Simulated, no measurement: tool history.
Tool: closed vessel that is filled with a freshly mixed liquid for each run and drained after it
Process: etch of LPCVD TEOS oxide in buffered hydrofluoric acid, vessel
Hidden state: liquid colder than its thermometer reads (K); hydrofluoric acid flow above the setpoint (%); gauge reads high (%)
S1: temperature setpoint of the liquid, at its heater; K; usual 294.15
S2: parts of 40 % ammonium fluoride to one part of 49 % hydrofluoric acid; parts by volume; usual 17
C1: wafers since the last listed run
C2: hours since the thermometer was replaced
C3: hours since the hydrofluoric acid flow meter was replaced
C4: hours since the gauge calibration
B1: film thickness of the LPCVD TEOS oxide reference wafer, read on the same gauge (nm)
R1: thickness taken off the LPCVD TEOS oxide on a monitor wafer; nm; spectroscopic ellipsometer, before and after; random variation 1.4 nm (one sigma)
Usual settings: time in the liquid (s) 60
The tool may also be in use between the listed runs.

run 1 hour=0 | S1=294.15 S2=17 time_in_the_liquid_(s)=60 | C1=0 C2=2240.5 C3=1461.6 C4=425.1 | B1=79.98 | R1=133.28
run 2 hour=82.6 | S1=294.15 S2=17 time_in_the_liquid_(s)=60 | C1=10806 C2=2323.1 C3=1544.2 C4=507.7 | B1=80.02 | R1=131.12
run 3 hour=168.8 | S1=294.15 S2=17 time_in_the_liquid_(s)=60 | C1=11277 C2=2409.3 C3=1630.4 C4=593.9 | B1=80.01 | R1=130.83
run 4 hour=251 | S1=294.15 S2=17 time_in_the_liquid_(s)=60 | C1=10754 C2=2491.5 C3=1712.6 C4=676.1 | B1=80 | R1=132.42
run 5 hour=429.9 | S1=292.65 S2=17 time_in_the_liquid_(s)=60 | C1=23405 C2=2670.4 C3=1891.5 C4=855 | B1=80.01 | R1=119.84
-- hour=436.6 thermometer replaced
run 6 hour=474.4 | S1=292.65 S2=17 time_in_the_liquid_(s)=60 | C1=5691 C2=37.8 C3=1936 C4=899.5 | B1=79.99 | R1=131.54
-- hour=491.6 hydrofluoric acid flow meter replaced
run 7 hour=520.7 | S1=292.65 S2=17 time_in_the_liquid_(s)=60 | C1=5926 C2=84.1 C3=29.1 C4=945.8 | B1=80 | R1=133.02
run 8 hour=565.5 | S1=294.15 S2=17 time_in_the_liquid_(s)=60 | C1=5861 C2=128.9 C3=73.9 C4=990.6 | B1=79.98 | R1=146.62
run 9 hour=637.1 | S1=294.15 S2=22 time_in_the_liquid_(s)=60 | C1=9367 C2=200.5 C3=145.5 C4=1062.2 | B1=80.02 | R1=115.2
run 10 hour=678.8 | S1=294.15 S2=20 time_in_the_liquid_(s)=85 | C1=5455 C2=242.2 C3=187.2 C4=1103.9 | B1=79.98 | R1=170.34
-- hour=709.6 gauge calibrated
run 11 hour=726.4 | S1=297.15 S2=17 time_in_the_liquid_(s)=30 | C1=6227 C2=289.8 C3=234.8 C4=16.8 | B1=79.98 | R1=84.13
run 12 hour=784.6 | S1=294.15 S2=12 time_in_the_liquid_(s)=60 | C1=7614 C2=348 C3=293 C4=75 | B1=79.93 | R1=200.04
run 13 hour=848.9 | S1=294.15 S2=17 time_in_the_liquid_(s)=60 | C1=8412 C2=412.3 C3=357.3 C4=139.3 | B1=80 | R1=143.74
run 14 hour=949.5 | S1=294.15 S2=17 time_in_the_liquid_(s)=60 | C1=13161 C2=512.9 C3=457.9 C4=239.9 | B1=79.99 | R1=142.73
run 15 hour=994.3 | S1=290.15 S2=15 time_in_the_liquid_(s)=90 | C1=5861 C2=557.7 C3=502.7 C4=284.7 | B1=80.01 | R1=192.17
run 16 hour=1102.3 | S1=291.15 S2=19.5 time_in_the_liquid_(s)=60 | C1=14129 C2=665.7 C3=610.7 C4=392.7 | B1=80 | R1=104.82

Hidden state at the last listed run before each entry between runs and at the first one after, where it differs:
Between runs 5 and 6: thermometer replaced (hour 436.6)
  liquid colder than its thermometer reads (K): 1.96 -> 0.11
  measured less the result without the state, R1: -14.08 -> -0.81 nm
Between runs 6 and 7: hydrofluoric acid flow meter replaced (hour 491.6)
  liquid colder than its thermometer reads (K): 0.11 -> 0.142
  measured less the result without the state, R1: -0.81 -> -1.06 nm
Between runs 10 and 11: gauge calibrated (hour 709.6)
  liquid colder than its thermometer reads (K): 0.253 -> 0.286
  measured less the result without the state, R1: -2.39 -> -1.34 nm

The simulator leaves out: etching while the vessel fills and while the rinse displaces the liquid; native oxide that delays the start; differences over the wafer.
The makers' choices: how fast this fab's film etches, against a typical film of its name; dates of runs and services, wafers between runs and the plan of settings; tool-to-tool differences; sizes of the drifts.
